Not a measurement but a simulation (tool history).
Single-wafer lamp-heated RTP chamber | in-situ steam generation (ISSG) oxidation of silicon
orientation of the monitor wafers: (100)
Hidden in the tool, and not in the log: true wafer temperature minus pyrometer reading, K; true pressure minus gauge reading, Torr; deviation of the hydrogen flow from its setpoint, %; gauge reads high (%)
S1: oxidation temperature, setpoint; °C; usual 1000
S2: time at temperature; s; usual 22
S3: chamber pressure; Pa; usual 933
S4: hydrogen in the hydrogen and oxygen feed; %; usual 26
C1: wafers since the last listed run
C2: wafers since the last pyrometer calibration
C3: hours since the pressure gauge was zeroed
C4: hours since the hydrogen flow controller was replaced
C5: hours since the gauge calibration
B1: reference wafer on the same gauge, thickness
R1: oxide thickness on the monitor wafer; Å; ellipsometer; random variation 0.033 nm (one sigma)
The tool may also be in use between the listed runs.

| run | hour | S1 | S2 | S3 | S4 | C1 | C2 | C3 | C4 | C5 | B1 | R1 |
|---|---|---|---|---|---|---|---|---|---|---|---|---|
| 1 | 0.0 | 1000 | 22 | 933 | 24 | 0 | 613 | 4048.9 | 2422.3 | 975.3 | 6.839 | 60.20 |
| 2 | 102.8 | 1000 | 22 | 933 | 24 | 883 | 1496 | 4151.7 | 2525.1 | 1078.1 | 6.839 | 59.85 |
| 3 | 140.5 | 1000 | 18 | 933 | 26 | 323 | 1820 | 4189.4 | 2562.8 | 1115.8 | 6.841 | 56.02 |
| 4 | 169.7 | 1000 | 18 | 933 | 26 | 250 | 2071 | 4218.6 | 2592.0 | 1145.0 | 6.840 | 55.42 |
|  | 208.9 | pyrometer window cleaned and pyrometer calibrated |
| 5 | 215.2 | 1000 | 22 | 933 | 26 | 322 | 54 | 4264.1 | 2637.5 | 1190.5 | 6.841 | 61.12 |
| 6 | 258.4 | 1000 | 22 | 933 | 26 | 371 | 425 | 4307.3 | 2680.7 | 1233.7 | 6.839 | 61.11 |
| 7 | 310.9 | 1000 | 22 | 933 | 26 | 450 | 876 | 4359.8 | 2733.2 | 1286.2 | 6.841 | 61.40 |
| 8 | 341.1 | 989 | 22 | 933 | 26 | 259 | 1135 | 4390.0 | 2763.4 | 1316.4 | 6.843 | 58.72 |
| 9 | 367.2 | 1000 | 17 | 920 | 26 | 224 | 1359 | 4416.1 | 2789.5 | 1342.5 | 6.842 | 54.59 |
| 10 | 393.1 | 1000 | 22 | 933 | 26 | 222 | 1582 | 4442.0 | 2815.4 | 1368.4 | 6.837 | 61.32 |
| 11 | 420.0 | 1000 | 22 | 933 | 26 | 231 | 1813 | 4468.9 | 2842.3 | 1395.3 | 6.840 | 61.27 |
| 12 | 466.1 | 1000 | 22 | 933 | 26 | 395 | 2209 | 4515.0 | 2888.4 | 1441.4 | 6.836 | 61.14 |
|  | 512.0 | pyrometer window cleaned and pyrometer calibrated |
| 13 | 512.5 | 1000 | 22 | 933 | 26 | 329 | 4 | 4561.4 | 2934.8 | 1487.8 | 6.833 | 61.50 |
|  | 521.4 | gauge calibrated |
|  | 660.0 | hydrogen flow controller replaced |
| 14 | 691.8 | 1000 | 22 | 933 | 26 | 1471 | 1475 | 4740.7 | 31.8 | 170.4 | 6.841 | 61.90 |
| 15 | 762.0 | 981 | 30 | 933 | 26 | 602 | 2078 | 4810.9 | 102.0 | 240.6 | 6.847 | 65.78 |
|  | 780.1 | pyrometer window cleaned and pyrometer calibrated |
| 16 | 819.1 | 1000 | 22 | 933 | 18 | 421 | 335 | 4868.0 | 159.1 | 297.7 | 6.838 | 55.85 |
| 17 | 855.7 | 1014 | 28 | 920 | 29 | 314 | 649 | 4904.6 | 195.7 | 334.3 | 6.840 | 75.50 |
| 18 | 927.5 | 992 | 27 | 1080 | 26 | 616 | 1266 | 4976.4 | 267.5 | 406.1 | 6.840 | 64.42 |
| 19 | 985.3 | 1000 | 28 | 933 | 21 | 496 | 1762 | 5034.2 | 325.3 | 463.9 | 6.835 | 65.22 |
| 20 | 1053.2 | 1000 | 22 | 933 | 26 | 583 | 2345 | 5102.1 | 393.2 | 531.8 | 6.841 | 61.35 |
|  | 1071.7 | pressure gauge zeroed |
| 21 | 1091.6 | 1013 | 22 | 933 | 30 | 261 | 2607 | 19.9 | 431.6 | 570.2 | 6.834 | 67.52 |
|  | 1120.8 | pyrometer window cleaned and pyrometer calibrated |
| 22 | 1131.0 | 1000 | 22 | 933 | 18 | 269 | 87 | 59.3 | 471.0 | 609.6 | 6.837 | 56.25 |

Forecast run 23:
| 23 | 1203.0 | 995 | 18 | 933 | 18 | 618 | 706 | 131.3 | 543.0 | 681.6 | ? | ? |

Run 23 gave B1 6.840, R1 49.89 Å.
Without the tool's hidden state the same run would have given R1 49.89 Å.
